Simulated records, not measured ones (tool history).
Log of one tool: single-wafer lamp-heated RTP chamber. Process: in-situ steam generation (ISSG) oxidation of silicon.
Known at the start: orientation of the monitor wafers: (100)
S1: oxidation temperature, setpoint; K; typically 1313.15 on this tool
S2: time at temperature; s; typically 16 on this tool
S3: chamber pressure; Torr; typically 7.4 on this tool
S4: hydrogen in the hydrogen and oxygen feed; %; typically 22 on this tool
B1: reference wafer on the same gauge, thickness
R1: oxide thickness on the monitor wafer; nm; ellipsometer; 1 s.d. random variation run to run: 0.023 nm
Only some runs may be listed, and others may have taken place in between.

| run | hour | S1 | S2 | S3 | S4 | B1 | R1 |
|---|---|---|---|---|---|---|---|
| 1 | 0.0 | 1313.15 | 16 | 7.4 | 22 | 4.457 | 5.430 |
| 2 | 5.1 | 1313.15 | 16 | 7.4 | 22 | 4.457 | 5.475 |
| 3 | 13.2 | 1313.15 | 16 | 7.4 | 22 | 4.456 | 5.497 |
| 4 | 19.3 | 1313.15 | 16 | 7.4 | 22 | 4.464 | 5.490 |
| 5 | 25.7 | 1313.15 | 21 | 7.4 | 22 | 4.460 | 6.328 |
| 6 | 40.7 | 1313.15 | 21 | 7.4 | 22 | 4.459 | 6.359 |
|  | 41.6 | gauge calibrated |
| 7 | 47.4 | 1313.15 | 21 | 7.4 | 22 | 4.462 | 6.387 |
| 8 | 53.6 | 1304.15 | 16 | 7.4 | 22 | 4.462 | 5.317 |
| 9 | 61.1 | 1313.15 | 16 | 7.4 | 22 | 4.457 | 5.580 |
| 10 | 67.6 | 1313.15 | 12 | 6.9 | 22 | 4.460 | 4.839 |
| 11 | 78.6 | 1297.15 | 16 | 7.4 | 22 | 4.459 | 5.177 |
| 12 | 96.1 | 1313.15 | 16 | 7.4 | 22 | 4.458 | 5.630 |
| 13 | 105.8 | 1323.15 | 16 | 7.4 | 22 | 4.464 | 5.902 |
| 14 | 118.6 | 1319.15 | 18 | 7.4 | 22 | 4.460 | 6.201 |
| 15 | 128.6 | 1313.15 | 18 | 7.4 | 22 | 4.458 | 5.980 |
| 16 | 141.7 | 1313.15 | 16 | 7.4 | 22 | 4.459 | 5.677 |
| 17 | 152.1 | 1313.15 | 20 | 8.0 | 15 | 4.459 | 5.840 |
| 18 | 167.2 | 1320.15 | 16 | 7.9 | 22 | 4.463 | 5.823 |
| 19 | 176.6 | 1295.15 | 18 | 7.4 | 13 | 4.457 | 4.865 |
|  | 198.4 | hydrogen flow controller replaced |
| 20 | 198.9 | 1328.15 | 16 | 7.4 | 14 | 4.461 | 5.517 |
| 21 | 202.4 | 1313.15 | 16 | 7.4 | 22 | 4.454 | 5.680 |
| 22 | 209.4 | 1313.15 | 13 | 7.4 | 22 | 4.461 | 5.116 |
| 23 | 220.3 | 1328.15 | 22 | 7.4 | 19 | 4.459 | 7.071 |
| 24 | 234.9 | 1313.15 | 16 | 7.4 | 22 | 4.458 | 5.642 |
| 25 | 242.3 | 1313.15 | 16 | 7.4 | 22 | 4.459 | 5.677 |
| 26 | 252.0 | 1318.15 | 19 | 8.7 | 22 | 4.459 | 6.396 |
| 27 | 269.6 | 1313.15 | 16 | 8.9 | 16 | 4.464 | 5.253 |

Forecast run 28:
| 28 | 287.5 | 1302.15 | 13 | 7.4 | 22 | ? | ? |

{"run 28": {"B1": 4.461, "R1": 4.893}}
On a tool with no hidden condition, and with the same random variation, this run would have come out at R1 4.678 nm.

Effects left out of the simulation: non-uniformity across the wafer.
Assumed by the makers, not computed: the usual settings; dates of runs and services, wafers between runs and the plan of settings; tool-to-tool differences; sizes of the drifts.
